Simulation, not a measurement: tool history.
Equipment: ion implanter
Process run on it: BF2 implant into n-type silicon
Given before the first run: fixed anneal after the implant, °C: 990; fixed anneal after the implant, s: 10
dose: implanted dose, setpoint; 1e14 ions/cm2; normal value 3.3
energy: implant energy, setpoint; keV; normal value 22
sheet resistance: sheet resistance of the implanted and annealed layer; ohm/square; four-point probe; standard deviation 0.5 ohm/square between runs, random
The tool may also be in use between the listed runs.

run	hour	dose	energy	read-back reference wafer on the same gauge, sheet resistance	sheet resistance
1	0	3.3	27	376.94	338.43
2	19.8	3.3	27	376.73	338.87
3	32.9	3.3	27	377	338.54
4	56.2	3.3	22	376.82	344.78
5	76.6	3.3	22	376.88	344.88
6	111.6	3.3	22	376.95	345.79
# hour 145.2: extraction supply calibrated
7	146.4	3.3	26.5	376.89	341.1
# hour 156.8: gauge calibrated
8	181.3	3.3	29.5	377.01	339.88
9	193.4	2.81	28	376.91	389.25
10	219.5	3.89	18.5	377.01	316.96
# hour 231.9: Faraday cup replaced and dose calibrated
11	234	3.3	22	377.04	333.72
12	247.5	3.3	19	377.02	339.89
13	336.6	3.3	27	377.15	326.48
14	355.8	2.91	14.5	377.05	391.31

Predict each of these 4 candidate next runs independently; none follows another, all start after run 14:
A	356.2	3.3	22	?	?
B	356.2	2.91	24.5	?	?
C	356.2	3.8	17	?	?
D	356.2	2.97	29.5	?	?

run	read-back reference wafer on the same gauge, sheet resistance	sheet resistance
A	376.95	333.86
B	376.95	365.39
C	376.95	317.48
D	376.95	355.47
With no hidden state in the tool, these same runs would have given:
run	sheet resistance
A	335.67
B	367.51
C	318.85
D	357.61
